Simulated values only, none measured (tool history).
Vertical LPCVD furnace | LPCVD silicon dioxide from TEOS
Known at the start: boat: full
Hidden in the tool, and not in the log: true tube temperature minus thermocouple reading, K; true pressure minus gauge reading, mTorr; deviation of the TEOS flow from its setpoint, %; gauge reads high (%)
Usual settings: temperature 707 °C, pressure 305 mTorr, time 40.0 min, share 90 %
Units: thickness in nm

run,day,temperature,pressure,time,share,wafers since the last listed run,hours since the last temperature calibration,hours since the pressure gauge was zeroed,hours since the TEOS flow controller was replaced,hours since the gauge calibration,"read-back reference wafer on the same gauge, thickness",thickness
1,0.000,707,350,28.0,90,0,3028.1,1480.9,2220.3,447.3,396.51,290.12
2,1.742,707,305,40.0,90,734,3069.9,1522.7,2262.1,489.1,396.53,385.16
3,2.879,707,305,40.0,90,479,3097.2,1550.0,2289.4,516.4,396.43,385.59
4,3.608,707,305,40.0,90,307,3114.7,1567.5,2306.9,533.9,397.43,387.20
5,4.583,707,305,40.0,90,411,3138.1,1590.9,2330.3,557.3,397.63,386.39
6,5.962,707,280,40.0,97,581,3171.2,1624.0,2363.4,590.4,397.48,383.81
7,6.558,707,305,40.0,97,251,3185.5,1638.3,2377.7,604.7,397.58,399.52
8,7.788,707,305,40.0,97,518,3215.0,1667.8,2407.2,634.2,397.37,402.73
9,8.700,707,305,40.0,97,384,3236.9,1689.7,2429.1,656.1,396.75,401.80
10,9.571,707,305,36.0,90,367,3257.8,1710.6,2450.0,677.0,397.46,348.27
11,10.383,707,305,36.0,90,342,3277.3,1730.1,2469.5,696.5,397.88,346.76
# day 12.962: pressure gauge zeroed
12,13.017,707,305,29.5,90,689,3340.5,1.3,2532.7,759.7,397.60,285.32
13,14.296,707,305,29.5,90,539,3371.2,32.0,2563.4,790.4,397.56,284.24
14,15.217,707,305,40.0,90,388,3393.3,54.1,2585.5,812.5,398.12,390.70
# day 16.275: gauge calibrated
15,16.412,707,305,40.0,90,504,3422.0,82.8,2614.2,3.3,389.74,380.70
16,17.471,707,340,52.0,76,446,3447.4,108.2,2639.6,28.7,389.88,480.05
17,18.071,707,270,40.0,72,253,3461.8,122.6,2654.0,43.1,390.78,318.99
18,19.096,699,305,34.0,90,432,3486.4,147.2,2678.6,67.7,391.01,268.83
# day 20.800: thermocouples replaced and temperature profile calibrated
19,20.821,707,275,52.0,72,305,0.5,188.6,2720.0,109.1,392.30,422.97
20,20.996,715,370,50.5,97,73,4.7,192.8,2724.2,113.3,392.36,665.07
# day 22.392: TEOS flow controller replaced
21,22.412,707,305,40.0,90,175,38.7,226.8,0.5,147.3,392.88,383.32
22,22.788,707,245,40.0,82,158,47.7,235.8,9.5,156.3,393.52,327.86
23,23.508,707,335,45.5,85,304,65.0,253.1,26.8,173.6,393.56,447.21
24,24.833,707,305,50.0,90,558,96.8,284.9,58.6,205.4,393.45,478.92
25,26.246,710,275,53.0,90,595,130.7,318.8,92.5,239.3,394.67,516.54
26,27.529,707,305,27.5,72,541,161.5,349.6,123.3,270.1,394.17,235.45
27,28.425,707,305,40.0,90,377,183.0,371.1,144.8,291.6,395.50,385.84
28,29.012,707,370,40.0,90,247,197.1,385.2,158.9,305.7,395.91,422.19
29,32.571,707,350,40.0,84,1501,282.5,470.6,244.3,391.1,396.47,400.48

4 ways to go on from here, each from the tool as it stands after run 29. What would each give?
A,32.746,707,305,40.0,90,73,286.7,474.8,248.5,395.3,?,?
B,32.746,713,265,34.0,79,73,286.7,474.8,248.5,395.3,?,?
C,32.746,719,230,40.0,77,73,286.7,474.8,248.5,395.3,?,?
D,32.746,701,260,40.0,90,73,286.7,474.8,248.5,395.3,?,?

run,"read-back reference wafer on the same gauge, thickness",thickness
A,395.81,384.32
B,395.81,327.07
C,395.81,405.07
D,395.81,308.97
Without the tool's hidden state the same runs would have given:
run,thickness
A,378.45
B,322.08
C,398.89
D,304.25

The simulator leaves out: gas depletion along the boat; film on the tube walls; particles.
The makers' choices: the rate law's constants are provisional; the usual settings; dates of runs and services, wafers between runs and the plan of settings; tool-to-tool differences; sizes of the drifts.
